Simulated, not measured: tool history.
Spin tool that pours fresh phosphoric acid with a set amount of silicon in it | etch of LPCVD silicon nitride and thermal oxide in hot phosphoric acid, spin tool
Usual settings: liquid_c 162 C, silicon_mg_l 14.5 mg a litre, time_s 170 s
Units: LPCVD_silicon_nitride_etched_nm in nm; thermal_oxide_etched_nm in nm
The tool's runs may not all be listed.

run,day,liquid_c,silicon_mg_l,time_s,wafers since the last listed run,hours since the thermometer was replaced,hours since the dissolved silicon flow meter was replaced,hours since the heated supply line was repaired,hours since the gauge calibration,"read-back film thickness of the LPCVD silicon nitride reference wafer, read on the same gauge (nm)","read-back film thickness of the thermal oxide reference wafer, read on the same gauge (nm)",LPCVD_silicon_nitride_etched_nm,thermal_oxide_etched_nm
1,0,164,17.5,170,0,44.2,1243.4,2441.3,1487.1,149.99,119.99,16.51,0.444
2,1.129,164,17.5,170,256,71.3,1270.5,2468.4,1514.2,150.02,120,16.48,0.429
3,2.446,162,14.5,170,298,102.9,1302.1,2500,1545.8,150.03,120.013,15.45,0.468
4,4.712,162,14.5,170,514,157.3,1356.5,2554.4,1600.2,150,119.992,15.46,0.438
5,7.642,162,14.5,170,664,227.6,1426.8,2624.7,1670.5,150.01,120.067,15.45,0.385
# day 10.062: heated supply line repaired
6,10.625,160,14.5,170,667,299.2,1498.4,13.5,1742.1,149.97,119.952,14.47,0.288
7,12.492,159.5,14.5,80,423,344,1543.2,58.3,1786.9,150.01,120.002,6.69,0.165
8,14.454,162,7.5,170,445,391.1,1590.3,105.4,1834,150,119.979,15.46,0.442
9,16.9,159.5,19.5,80,554,449.8,1649,164.1,1892.7,150,119.965,6.69,0.149
10,19.246,162,14.5,170,532,506.1,1705.3,220.4,1949,150.01,119.967,15.43,0.437
# day 20.096: dissolved silicon flow meter replaced
# day 21.667: gauge calibrated
11,21.679,162,14.5,95,542,564.5,38,278.8,0.3,150.03,119.972,8.56,0.222
12,23.221,160.5,14.5,115,349,601.5,75,315.8,37.3,150,119.996,9.93,0.253
13,25.508,162,14.5,215,518,656.4,129.9,370.7,92.2,150,120.018,19.44,0.518
14,26.712,162,14.5,235,273,685.3,158.8,399.6,121.1,149.99,120.046,21.12,0.536
15,27.846,159.5,14.5,170,257,712.5,186,426.8,148.3,149.98,120.004,14.09,0.331
16,30.346,163,18.5,115,567,772.5,246,486.8,208.3,150,119.997,10.71,0.266
17,32.421,162,14.5,80,470,822.3,295.8,536.6,258.1,149.98,119.99,7.16,0.165
18,33.946,160.5,19,120,345,858.9,332.4,573.2,294.7,149.99,119.995,10.25,0.248
19,36.271,159,22,135,527,914.7,388.2,629,350.5,149.97,120.007,10.99,0.206
20,37.746,162,14.5,170,334,950.1,423.6,664.4,385.9,149.99,119.981,15.35,0.38
21,40.7,162,14.5,170,670,1021,494.5,735.3,456.8,150.02,120.042,15.26,0.397
22,42.188,160.5,14.5,100,337,1056.7,530.2,771,492.5,150,120.012,8.54,0.212
23,44.283,160,11,135,475,1107,580.5,821.3,542.8,150.02,119.949,11.35,0.253

How the hidden state differs across the entries between the runs, from the last listed run before each to the first after it:
Between runs 5 and 6: heated supply line repaired (day 10.062)
  liquid colder than its thermometer reads (K): 0.126 -> 0.161
  measured less the result without the state, LPCVD_silicon_nitride_etched_nm: -0.06 -> -0.08 nm
Between runs 10 and 11: dissolved silicon flow meter replaced (day 20.096); gauge calibrated (day 21.667)
  liquid colder than its thermometer reads (K): 0.261 -> 0.289
  measured less the result without the state, LPCVD_silicon_nitride_etched_nm: -0.13 -> -0.09 nm
